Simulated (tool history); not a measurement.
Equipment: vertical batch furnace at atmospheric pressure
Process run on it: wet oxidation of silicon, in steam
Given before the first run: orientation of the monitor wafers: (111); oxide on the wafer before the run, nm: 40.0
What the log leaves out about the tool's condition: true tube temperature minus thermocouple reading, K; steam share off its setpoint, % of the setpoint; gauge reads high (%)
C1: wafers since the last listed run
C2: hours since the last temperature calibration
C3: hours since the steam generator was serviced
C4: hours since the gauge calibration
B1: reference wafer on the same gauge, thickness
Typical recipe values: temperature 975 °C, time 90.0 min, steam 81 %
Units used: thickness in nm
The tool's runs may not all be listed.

{"run": 1, "hour": 0.0, "temperature": 975, "time": 90.0, "steam": 81, "C1": 0, "C2": 3769.4, "C3": 2345.5, "C4": 265.6, "B1": 548.98, "thickness": 565.4}
{"run": 2, "hour": 79.6, "temperature": 984, "time": 90.0, "steam": 81, "C1": 1228, "C2": 3849.0, "C3": 2425.1, "C4": 345.2, "B1": 549.12, "thickness": 594.1}
{"run": 3, "hour": 103.9, "temperature": 984, "time": 90.0, "steam": 81, "C1": 375, "C2": 3873.3, "C3": 2449.4, "C4": 369.5, "B1": 549.06, "thickness": 593.92}
{"run": 4, "hour": 125.7, "temperature": 984, "time": 90.0, "steam": 81, "C1": 336, "C2": 3895.1, "C3": 2471.2, "C4": 391.3, "B1": 549.01, "thickness": 592.52}
{"run": 5, "hour": 154.3, "temperature": 969, "time": 90.0, "steam": 87, "C1": 441, "C2": 3923.7, "C3": 2499.8, "C4": 419.9, "B1": 549.03, "thickness": 568.93}
{"hour": 160.8, "done": "gauge calibrated"}
{"run": 6, "hour": 189.1, "temperature": 969, "time": 90.0, "steam": 87, "C1": 537, "C2": 3958.5, "C3": 2534.6, "C4": 28.3, "B1": 549.23, "thickness": 568.77}
{"run": 7, "hour": 206.8, "temperature": 969, "time": 90.0, "steam": 87, "C1": 273, "C2": 3976.2, "C3": 2552.3, "C4": 46.0, "B1": 548.99, "thickness": 569.13}
{"hour": 233.2, "done": "steam generator serviced"}
{"run": 8, "hour": 233.7, "temperature": 963, "time": 90.0, "steam": 81, "C1": 44, "C2": 4003.1, "C3": 0.5, "C4": 72.9, "B1": 548.95, "thickness": 507.3}
{"hour": 266.2, "done": "thermocouples replaced and temperature profile calibrated"}
{"hour": 285.7, "done": "steam generator serviced, repeated, since the last time left the tool worse"}
{"run": 9, "hour": 286.2, "temperature": 982, "time": 49.0, "steam": 73, "C1": 138, "C2": 20.0, "C3": 0.5, "C4": 125.4, "B1": 548.99, "thickness": 390.69}
{"run": 10, "hour": 291.0, "temperature": 975, "time": 90.0, "steam": 81, "C1": 74, "C2": 24.8, "C3": 5.3, "C4": 130.2, "B1": 549.04, "thickness": 583.42}
{"run": 11, "hour": 295.8, "temperature": 1000, "time": 124.5, "steam": 75, "C1": 74, "C2": 29.6, "C3": 10.1, "C4": 135.0, "B1": 548.98, "thickness": 767.29}
{"run": 12, "hour": 313.1, "temperature": 975, "time": 126.5, "steam": 85, "C1": 267, "C2": 46.9, "C3": 27.4, "C4": 152.3, "B1": 548.88, "thickness": 735.94}
{"run": 13, "hour": 345.8, "temperature": 983, "time": 90.0, "steam": 81, "C1": 504, "C2": 79.6, "C3": 60.1, "C4": 185.0, "B1": 549.07, "thickness": 608.59}
{"run": 14, "hour": 361.4, "temperature": 997, "time": 90.0, "steam": 81, "C1": 240, "C2": 95.2, "C3": 75.7, "C4": 200.6, "B1": 549.18, "thickness": 655.4}
{"run": 15, "hour": 394.6, "temperature": 975, "time": 90.0, "steam": 76, "C1": 512, "C2": 128.4, "C3": 108.9, "C4": 233.8, "B1": 549.08, "thickness": 559.55}
{"run": 16, "hour": 406.8, "temperature": 975, "time": 90.0, "steam": 81, "C1": 188, "C2": 140.6, "C3": 121.1, "C4": 246.0, "B1": 548.84, "thickness": 578.21}

4 options for the next run, each taken on its own from the tool as it stands now. Forecast them:
{"run": "A", "hour": 411.7, "temperature": 975, "time": 74.5, "steam": 81, "C1": 75, "C2": 145.5, "C3": 126.0, "C4": 250.9, "B1": "?", "thickness": "?"}
{"run": "B", "hour": 411.7, "temperature": 960, "time": 68.0, "steam": 81, "C1": 75, "C2": 145.5, "C3": 126.0, "C4": 250.9, "B1": "?", "thickness": "?"}
{"run": "C", "hour": 411.7, "temperature": 952, "time": 127.0, "steam": 81, "C1": 75, "C2": 145.5, "C3": 126.0, "C4": 250.9, "B1": "?", "thickness": "?"}
{"run": "D", "hour": 411.7, "temperature": 951, "time": 132.0, "steam": 81, "C1": 75, "C2": 145.5, "C3": 126.0, "C4": 250.9, "B1": "?", "thickness": "?"}

run=A B1=548.93 thickness=516.86
run=B B1=548.93 thickness=444.32
run=C B1=548.93 thickness=625.54
run=D B1=548.93 thickness=636.83
Stripped of hidden state, with their random variation kept, the same runs would have yielded:
run=A thickness=520.28
run=B thickness=447.36
run=C thickness=629.74
run=D thickness=641.10
